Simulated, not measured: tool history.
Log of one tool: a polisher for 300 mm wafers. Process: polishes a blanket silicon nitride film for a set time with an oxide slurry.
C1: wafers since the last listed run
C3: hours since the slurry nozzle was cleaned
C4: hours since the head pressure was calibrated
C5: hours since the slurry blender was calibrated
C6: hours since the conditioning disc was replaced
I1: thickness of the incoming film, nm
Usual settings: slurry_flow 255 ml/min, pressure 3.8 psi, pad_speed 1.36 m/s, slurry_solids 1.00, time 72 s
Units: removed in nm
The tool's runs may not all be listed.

Run 1, hour 0.0: usual settings; C1 0; wafers polished on this pad 191; C3 219.6; C4 1156.0; C5 69.3; C6 59.9; I1 536.8. Result: removed 53.5 nm.
Run 2, hour 34.1: usual settings; C1 190; wafers polished on this pad 381; C3 253.7; C4 1190.1; C5 103.4; C6 94.0; I1 539.4. Result: removed 53.4 nm.
Run 3, hour 61.1: usual settings; C1 150; wafers polished on this pad 532; C3 280.7; C4 1217.1; C5 130.4; C6 121.0; I1 537.4. Result: removed 52.1 nm.
At hour 81.4: worn pad replaced by a new one.
Run 4, hour 96.1: usual settings; C1 173; wafers polished on this pad 82; C3 315.7; C4 1252.1; C5 165.4; C6 156.0; I1 535.3. Result: removed 52.3 nm.
Run 5, hour 114.1: usual settings; C1 100; wafers polished on this pad 182; C3 333.7; C4 1270.1; C5 183.4; C6 174.0; I1 537.5. Result: removed 52.7 nm.
At hour 130.4: head pressure recalibrated.
Run 6, hour 149.0: usual settings; C1 183; wafers polished on this pad 366; C3 368.6; C4 18.6; C5 218.3; C6 208.9; I1 535.6. Result: removed 52.0 nm.
Run 7, hour 176.8: usual settings; C1 155; wafers polished on this pad 522; C3 396.4; C4 46.4; C5 246.1; C6 236.7; I1 546.2. Result: removed 50.5 nm.
At hour 192.6: worn pad replaced by a new one.
Run 8, hour 206.5: usual settings; C1 143; wafers polished on this pad 77; C3 426.1; C4 76.1; C5 275.8; C6 266.4; I1 534.6. Result: removed 50.8 nm.
Run 9, hour 236.7: usual settings; C1 168; wafers polished on this pad 246; C3 456.3; C4 106.3; C5 306.0; C6 296.6; I1 529.2. Result: removed 50.8 nm.
Run 10, hour 258.5: usual settings but pressure 4.7 psi, pad_speed 1.70 m/s, slurry_solids 1.15, time 55 s; C1 121; wafers polished on this pad 368; C3 478.1; C4 128.1; C5 327.8; C6 318.4; I1 540.4. Result: removed 62.8 nm.
At hour 267.4: conditioning disc replaced and pad reconditioned.
Run 11, hour 284.8: usual settings but slurry_solids 1.10; C1 135; wafers polished on this pad 504; C3 504.4; C4 154.4; C5 354.1; C6 17.4; I1 541.6. Result: removed 53.6 nm.
At hour 300.9: worn pad replaced by a new one.
Run 12, hour 301.4: usual settings but slurry_flow 305 ml/min, pad_speed 1.52 m/s; C1 70; wafers polished on this pad 2; C3 521.0; C4 171.0; C5 370.7; C6 34.0; I1 544.9. Result: removed 55.0 nm.
At hour 325.2: slurry blender recalibrated.
Run 13, hour 325.9: usual settings but slurry_solids 1.10, time 87 s; C1 125; wafers polished on this pad 128; C3 545.5; C4 195.5; C5 0.7; C6 58.5; I1 545.9. Result: removed 67.7 nm.
At hour 334.7: slurry nozzle cleaned.
Run 14, hour 358.8: usual settings but pressure 4.3 psi, slurry_solids 1.15; C1 178; wafers polished on this pad 306; C3 24.1; C4 228.4; C5 33.6; C6 91.4; I1 535.7. Result: removed 65.9 nm.
Run 15, hour 374.0: usual settings but pressure 2.6 psi, time 63 s; C1 84; wafers polished on this pad 391; C3 39.3; C4 243.6; C5 48.8; C6 106.6; I1 542.5. Result: removed 31.5 nm.
Run 16, hour 391.1: usual settings but slurry_solids 1.10, time 87 s; C1 95; wafers polished on this pad 487; C3 56.4; C4 260.7; C5 65.9; C6 123.7; I1 537.3. Result: removed 68.3 nm.
At hour 398.3: worn pad replaced by a new one.
Run 17, hour 417.3: usual settings but slurry_flow 165 ml/min, pressure 5.0 psi, time 52 s; C1 124; wafers polished on this pad 106; C3 82.6; C4 286.9; C5 92.1; C6 149.9; I1 537.3. Result: removed 48.7 nm.
Run 18, hour 433.2: usual settings but slurry_flow 220 ml/min, pad_speed 1.20 m/s, time 62 s; C1 88; wafers polished on this pad 195; C3 98.5; C4 302.8; C5 108.0; C6 165.8; I1 545.4. Result: removed 40.1 nm.

4 ways to go on from here, each from the tool as it stands after run 18. What would each give?
Run A, hour 433.6: usual settings; C1 2; wafers polished on this pad 197; C3 98.9; C4 303.2; C5 108.4; C6 166.2; I1 538.9. Result: removed ?.
Run B, hour 433.6: usual settings but pad_speed 1.82 m/s; C1 2; wafers polished on this pad 197; C3 98.9; C4 303.2; C5 108.4; C6 166.2; I1 538.9. Result: removed ?.
Run C, hour 433.6: usual settings but pad_speed 1.20 m/s, slurry_solids 0.80, time 84 s; C1 2; wafers polished on this pad 197; C3 98.9; C4 303.2; C5 108.4; C6 166.2; I1 538.9. Result: removed ?.
Run D, hour 433.6: usual settings but pressure 3.4 psi, slurry_solids 0.75; C1 2; wafers polished on this pad 197; C3 98.9; C4 303.2; C5 108.4; C6 166.2; I1 538.9. Result: removed ?.

run  removed
  A     52.2
  B     65.9
  C     46.4
  D     37.0
Without the tool's hidden state the same runs would have given:
run  removed
  A     54.1
  B     68.2
  C     48.3
  D     38.7

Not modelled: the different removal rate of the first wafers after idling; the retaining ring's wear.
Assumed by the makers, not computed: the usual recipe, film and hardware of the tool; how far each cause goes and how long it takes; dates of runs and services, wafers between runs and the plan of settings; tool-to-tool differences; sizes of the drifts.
